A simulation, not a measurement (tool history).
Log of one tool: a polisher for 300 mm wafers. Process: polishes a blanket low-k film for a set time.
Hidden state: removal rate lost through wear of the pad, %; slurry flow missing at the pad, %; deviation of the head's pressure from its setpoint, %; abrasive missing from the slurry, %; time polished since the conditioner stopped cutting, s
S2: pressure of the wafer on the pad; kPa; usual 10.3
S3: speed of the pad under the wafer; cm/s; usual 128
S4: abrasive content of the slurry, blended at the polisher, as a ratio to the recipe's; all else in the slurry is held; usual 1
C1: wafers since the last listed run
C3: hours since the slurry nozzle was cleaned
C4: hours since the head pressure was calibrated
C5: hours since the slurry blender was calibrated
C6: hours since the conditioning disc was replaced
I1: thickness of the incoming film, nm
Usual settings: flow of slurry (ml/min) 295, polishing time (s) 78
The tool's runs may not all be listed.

{"run": 1, "day": 0.0, "flow of slurry (ml/min)": 295, "S2": 10.3, "S3": 128, "S4": 1, "polishing time (s)": 78, "C1": 0, "wafers polished on this pad": 2425, "C3": 365.4, "C4": 752.9, "C5": 6.3, "C6": 105.5, "I1": 429.7, "film removed (Å)": 295}
{"run": 2, "day": 1.417, "flow of slurry (ml/min)": 295, "S2": 10.3, "S3": 128, "S4": 1, "polishing time (s)": 78, "C1": 467, "wafers polished on this pad": 2893, "C3": 399.4, "C4": 786.9, "C5": 40.3, "C6": 139.5, "I1": 424.6, "film removed (Å)": 294}
{"run": 3, "day": 3.633, "flow of slurry (ml/min)": 295, "S2": 10.3, "S3": 128, "S4": 1, "polishing time (s)": 78, "C1": 732, "wafers polished on this pad": 3625, "C3": 452.6, "C4": 840.1, "C5": 93.5, "C6": 192.7, "I1": 424.7, "film removed (Å)": 295}
{"run": 4, "day": 5.946, "flow of slurry (ml/min)": 295, "S2": 10.3, "S3": 128, "S4": 1, "polishing time (s)": 78, "C1": 763, "wafers polished on this pad": 4389, "C3": 508.1, "C4": 895.6, "C5": 149, "C6": 248.2, "I1": 431, "film removed (Å)": 292}
{"run": 5, "day": 7.646, "flow of slurry (ml/min)": 295, "S2": 10.3, "S3": 128, "S4": 1, "polishing time (s)": 78, "C1": 561, "wafers polished on this pad": 4950, "C3": 548.9, "C4": 936.4, "C5": 189.8, "C6": 289, "I1": 428.4, "film removed (Å)": 299}
{"run": 6, "day": 9.15, "flow of slurry (ml/min)": 295, "S2": 10.3, "S3": 168, "S4": 1, "polishing time (s)": 78, "C1": 496, "wafers polished on this pad": 5447, "C3": 585, "C4": 972.5, "C5": 225.9, "C6": 325.1, "I1": 427, "film removed (Å)": 340}
{"run": 7, "day": 11.6, "flow of slurry (ml/min)": 295, "S2": 10.3, "S3": 128, "S4": 1, "polishing time (s)": 78, "C1": 809, "wafers polished on this pad": 6256, "C3": 643.8, "C4": 1031.3, "C5": 284.7, "C6": 383.9, "I1": 423.6, "film removed (Å)": 291}
{"day": 12.608, "done": "worn pad replaced by a new one"}
{"run": 8, "day": 14.088, "flow of slurry (ml/min)": 295, "S2": 9, "S3": 168, "S4": 0.8, "polishing time (s)": 78, "C1": 766, "wafers polished on this pad": 488, "C3": 703.5, "C4": 1091, "C5": 344.4, "C6": 443.6, "I1": 423, "film removed (Å)": 265}
{"run": 9, "day": 15.704, "flow of slurry (ml/min)": 205, "S2": 10.3, "S3": 128, "S4": 1, "polishing time (s)": 98, "C1": 533, "wafers polished on this pad": 1022, "C3": 742.3, "C4": 1129.8, "C5": 383.2, "C6": 482.4, "I1": 424.4, "film removed (Å)": 359}
{"day": 16.762, "done": "conditioning disc replaced and pad reconditioned"}
{"run": 10, "day": 17.442, "flow of slurry (ml/min)": 295, "S2": 10.3, "S3": 128, "S4": 1, "polishing time (s)": 78, "C1": 546, "wafers polished on this pad": 1568, "C3": 784, "C4": 1171.5, "C5": 424.9, "C6": 16.3, "I1": 434.2, "film removed (Å)": 294}
{"run": 11, "day": 19.171, "flow of slurry (ml/min)": 295, "S2": 10.3, "S3": 128, "S4": 1.25, "polishing time (s)": 78, "C1": 571, "wafers polished on this pad": 2139, "C3": 825.5, "C4": 1213, "C5": 466.4, "C6": 57.8, "I1": 426.5, "film removed (Å)": 324}
{"run": 12, "day": 20.438, "flow of slurry (ml/min)": 295, "S2": 10.3, "S3": 128, "S4": 0.85, "polishing time (s)": 78, "C1": 418, "wafers polished on this pad": 2558, "C3": 855.9, "C4": 1243.4, "C5": 496.8, "C6": 88.2, "I1": 436, "film removed (Å)": 270}
{"day": 20.775, "done": "slurry nozzle cleaned"}
{"day": 20.929, "done": "head pressure recalibrated"}
{"day": 21.642, "done": "slurry blender recalibrated"}
{"run": 13, "day": 22.675, "flow of slurry (ml/min)": 295, "S2": 10.3, "S3": 128, "S4": 1, "polishing time (s)": 78, "C1": 670, "wafers polished on this pad": 3228, "C3": 45.6, "C4": 41.9, "C5": 24.8, "C6": 141.9, "I1": 426.7, "film removed (Å)": 302}
{"run": 14, "day": 24.004, "flow of slurry (ml/min)": 295, "S2": 10.3, "S3": 128, "S4": 1, "polishing time (s)": 78, "C1": 438, "wafers polished on this pad": 3667, "C3": 77.5, "C4": 73.8, "C5": 56.7, "C6": 173.8, "I1": 436.1, "film removed (Å)": 306}
{"run": 15, "day": 25.508, "flow of slurry (ml/min)": 255, "S2": 10.3, "S3": 156, "S4": 1.15, "polishing time (s)": 78, "C1": 496, "wafers polished on this pad": 4164, "C3": 113.6, "C4": 109.9, "C5": 92.8, "C6": 209.9, "I1": 433.6, "film removed (Å)": 362}
{"run": 16, "day": 28.162, "flow of slurry (ml/min)": 335, "S2": 10.3, "S3": 128, "S4": 1, "polishing time (s)": 86, "C1": 876, "wafers polished on this pad": 5040, "C3": 177.3, "C4": 173.6, "C5": 156.5, "C6": 273.6, "I1": 432.1, "film removed (Å)": 335}
{"run": 17, "day": 30.754, "flow of slurry (ml/min)": 260, "S2": 12.4, "S3": 86, "S4": 1, "polishing time (s)": 58, "C1": 855, "wafers polished on this pad": 5896, "C3": 239.5, "C4": 235.8, "C5": 218.7, "C6": 335.8, "I1": 428.6, "film removed (Å)": 226}
{"day": 31.708, "done": "worn pad replaced by a new one"}
{"run": 18, "day": 33.488, "flow of slurry (ml/min)": 375, "S2": 9, "S3": 128, "S4": 0.75, "polishing time (s)": 59, "C1": 847, "wafers polished on this pad": 587, "C3": 305.1, "C4": 301.4, "C5": 284.3, "C6": 401.4, "I1": 437.8, "film removed (Å)": 175}
{"day": 34.533, "done": "conditioning disc replaced and pad reconditioned"}
{"run": 19, "day": 40.221, "flow of slurry (ml/min)": 245, "S2": 7.6, "S3": 128, "S4": 1.15, "polishing time (s)": 101, "C1": 2196, "wafers polished on this pad": 2783, "C3": 466.7, "C4": 463, "C5": 445.9, "C6": 136.5, "I1": 430, "film removed (Å)": 296}
{"run": 20, "day": 42.204, "flow of slurry (ml/min)": 365, "S2": 10.3, "S3": 128, "S4": 1, "polishing time (s)": 86, "C1": 654, "wafers polished on this pad": 3438, "C3": 514.3, "C4": 510.6, "C5": 493.5, "C6": 184.1, "I1": 438.1, "film removed (Å)": 333}
{"day": 42.525, "done": "slurry blender recalibrated"}
{"run": 21, "day": 43.896, "flow of slurry (ml/min)": 295, "S2": 10.3, "S3": 128, "S4": 1, "polishing time (s)": 78, "C1": 531, "wafers polished on this pad": 3970, "C3": 554.9, "C4": 551.2, "C5": 32.9, "C6": 224.7, "I1": 430.5, "film removed (Å)": 298}
{"run": 22, "day": 45.688, "flow of slurry (ml/min)": 205, "S2": 9, "S3": 128, "S4": 1.1, "polishing time (s)": 89, "C1": 591, "wafers polished on this pad": 4561, "C3": 597.9, "C4": 594.2, "C5": 75.9, "C6": 267.7, "I1": 434.9, "film removed (Å)": 296}
{"run": 23, "day": 46.854, "flow of slurry (ml/min)": 295, "S2": 10.3, "S3": 128, "S4": 1, "polishing time (s)": 78, "C1": 385, "wafers polished on this pad": 4947, "C3": 625.9, "C4": 622.2, "C5": 103.9, "C6": 295.7, "I1": 428.6, "film removed (Å)": 298}
{"run": 24, "day": 49.779, "flow of slurry (ml/min)": 295, "S2": 8.3, "S3": 128, "S4": 1, "polishing time (s)": 78, "C1": 965, "wafers polished on this pad": 5913, "C3": 696.1, "C4": 692.4, "C5": 174.1, "C6": 365.9, "I1": 436.8, "film removed (Å)": 234}
{"run": 25, "day": 51.258, "flow of slurry (ml/min)": 245, "S2": 10.3, "S3": 158, "S4": 0.85, "polishing time (s)": 78, "C1": 488, "wafers polished on this pad": 6401, "C3": 731.6, "C4": 727.9, "C5": 209.6, "C6": 401.4, "I1": 431.6, "film removed (Å)": 304}
{"day": 51.958, "done": "worn pad replaced by a new one"}
{"run": 26, "day": 53.012, "flow of slurry (ml/min)": 295, "S2": 12.4, "S3": 98, "S4": 1, "polishing time (s)": 78, "C1": 524, "wafers polished on this pad": 348, "C3": 773.7, "C4": 770, "C5": 251.7, "C6": 443.5, "I1": 430.6, "film removed (Å)": 314}
{"run": 27, "day": 55.492, "flow of slurry (ml/min)": 295, "S2": 9, "S3": 168, "S4": 0.8, "polishing time (s)": 78, "C1": 818, "wafers polished on this pad": 1167, "C3": 833.2, "C4": 829.5, "C5": 311.2, "C6": 503, "I1": 427.4, "film removed (Å)": 267}

Forecast each of these 3 alternatives for the next run:
{"run": "A", "day": 55.508, "flow of slurry (ml/min)": 295, "S2": 6.9, "S3": 128, "S4": 1, "polishing time (s)": 78, "C1": 5, "wafers polished on this pad": 1172, "C3": 833.6, "C4": 829.9, "C5": 311.6, "C6": 503.4, "I1": 429.8, "film removed (Å)": "?"}
{"run": "B", "day": 55.508, "flow of slurry (ml/min)": 295, "S2": 8.3, "S3": 98, "S4": 1, "polishing time (s)": 78, "C1": 5, "wafers polished on this pad": 1172, "C3": 833.6, "C4": 829.9, "C5": 311.6, "C6": 503.4, "I1": 429.8, "film removed (Å)": "?"}
{"run": "C", "day": 55.508, "flow of slurry (ml/min)": 295, "S2": 10.3, "S3": 128, "S4": 1, "polishing time (s)": 93, "C1": 5, "wafers polished on this pad": 1172, "C3": 833.6, "C4": 829.9, "C5": 311.6, "C6": 503.4, "I1": 429.8, "film removed (Å)": "?"}

run=A film_removed_(Å)=197
run=B film_removed_(Å)=207
run=C film_removed_(Å)=353
Without the tool's hidden state the same runs would have given:
run=A film_removed_(Å)=206
run=B film_removed_(Å)=216
run=C film_removed_(Å)=369
